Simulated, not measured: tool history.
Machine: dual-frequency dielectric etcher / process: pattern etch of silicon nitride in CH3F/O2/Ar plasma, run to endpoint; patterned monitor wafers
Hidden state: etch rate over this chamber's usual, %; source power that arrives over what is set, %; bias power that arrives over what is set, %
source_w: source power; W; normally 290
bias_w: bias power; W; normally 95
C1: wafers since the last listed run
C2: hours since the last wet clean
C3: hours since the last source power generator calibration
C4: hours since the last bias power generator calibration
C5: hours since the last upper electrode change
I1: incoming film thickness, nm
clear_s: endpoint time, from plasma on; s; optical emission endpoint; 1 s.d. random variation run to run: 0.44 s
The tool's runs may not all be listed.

Run 1, day 0: usual settings; C1 0; C2 181; C3 1588.4; C4 1513.4; C5 1888.5; I1 32.46. Result: clear_s 53.2 s.
Run 2, day 1.696: usual settings; C1 552; C2 221.7; C3 1629.1; C4 1554.1; C5 1929.2; I1 32.6. Result: clear_s 54.6 s.
Run 3, day 3.708: usual settings; C1 655; C2 270; C3 1677.4; C4 1602.4; C5 1977.5; I1 32.13. Result: clear_s 53 s.
Run 4, day 5.667: usual settings but bias_w 90 W; C1 637; C2 317; C3 1724.4; C4 1649.4; C5 2024.5; I1 32.19. Result: clear_s 56 s.
Run 5, day 7.288: usual settings but bias_w 90 W; C1 527; C2 355.9; C3 1763.3; C4 1688.3; C5 2063.4; I1 32.35. Result: clear_s 56.2 s.
Run 6, day 8.362: usual settings but bias_w 90 W; C1 350; C2 381.7; C3 1789.1; C4 1714.1; C5 2089.2; I1 32.14. Result: clear_s 56.1 s.
Run 7, day 10.225: usual settings but bias_w 112 W; C1 606; C2 426.4; C3 1833.8; C4 1758.8; C5 2133.9; I1 32.51. Result: clear_s 49.6 s.
Run 8, day 12.762: usual settings; C1 826; C2 487.3; C3 1894.7; C4 1819.7; C5 2194.8; I1 32.51. Result: clear_s 55.7 s.
Run 9, day 14.179: usual settings; C1 461; C2 521.3; C3 1928.7; C4 1853.7; C5 2228.8; I1 32.57. Result: clear_s 55.4 s.
Run 10, day 15.312: usual settings but source_w 340 W; C1 369; C2 548.5; C3 1955.9; C4 1880.9; C5 2256; I1 32.48. Result: clear_s 52.1 s.
Run 11, day 17.8: usual settings but source_w 340 W; C1 810; C2 608.2; C3 2015.6; C4 1940.6; C5 2315.7; I1 32.49. Result: clear_s 52.1 s.
At day 20.225: wet clean of the chamber.
Run 12, day 20.246: usual settings but source_w 270 W; C1 470; C2 0.5; C3 2074.3; C4 1999.3; C5 2374.4; I1 32.39. Result: clear_s 54.8 s.
Run 13, day 20.854: usual settings but source_w 270 W; C1 198; C2 15.1; C3 2088.9; C4 2013.9; C5 2389; I1 32.57. Result: clear_s 55 s.
Run 14, day 23.154: usual settings but source_w 340 W, bias_w 76 W; C1 749; C2 70.3; C3 2144.1; C4 2069.1; C5 2444.2; I1 32.18. Result: clear_s 57 s.
Run 15, day 24.425: usual settings but source_w 250 W, bias_w 111 W; C1 413; C2 100.8; C3 2174.6; C4 2099.6; C5 2474.7; I1 32.36. Result: clear_s 52.9 s.
Run 16, day 27.296: usual settings but source_w 250 W, bias_w 72 W; C1 934; C2 169.7; C3 2243.5; C4 2168.5; C5 2543.6; I1 32.39. Result: clear_s 69 s.
Run 17, day 29.704: usual settings but source_w 350 W, bias_w 75 W; C1 784; C2 227.5; C3 2301.3; C4 2226.3; C5 2601.4; I1 32.2. Result: clear_s 57.4 s.
Run 18, day 31.171: usual settings but source_w 260 W, bias_w 79 W; C1 477; C2 262.7; C3 2336.5; C4 2261.5; C5 2636.6; I1 32.54. Result: clear_s 64.5 s.
Run 19, day 33.454: usual settings but bias_w 80 W; C1 743; C2 317.5; C3 2391.3; C4 2316.3; C5 2691.4; I1 32.22. Result: clear_s 60.1 s.
Run 20, day 35.421: usual settings but source_w 320 W; C1 640; C2 364.7; C3 2438.5; C4 2363.5; C5 2738.6; I1 32.44. Result: clear_s 52.2 s.
Run 21, day 38.083: usual settings but source_w 360 W, bias_w 108 W; C1 867; C2 428.6; C3 2502.4; C4 2427.4; C5 2802.5; I1 31.92. Result: clear_s 46.1 s.
At day 40.083: source power generator calibrated.
Run 22, day 40.096: usual settings but source_w 330 W; C1 601; C2 476.9; C3 0.3; C4 2475.7; C5 2850.8; I1 32.16. Result: clear_s 52.2 s.

Expected results for the next run?
At day 41.454: upper electrode replaced.
At day 44.379: wet clean of the chamber.
At day 47.733: bias power generator calibrated.
Run 23, day 47.992: usual settings but source_w 340 W; C1 1865; C2 86.7; C3 189.8; C4 6.2; C5 156.9; I1 32.09. Result: clear_s ?.

Run 23 yielded clear_s 49.9 s.
Had the tool carried no hidden state, the very same run would have given clear_s 49.3 s.

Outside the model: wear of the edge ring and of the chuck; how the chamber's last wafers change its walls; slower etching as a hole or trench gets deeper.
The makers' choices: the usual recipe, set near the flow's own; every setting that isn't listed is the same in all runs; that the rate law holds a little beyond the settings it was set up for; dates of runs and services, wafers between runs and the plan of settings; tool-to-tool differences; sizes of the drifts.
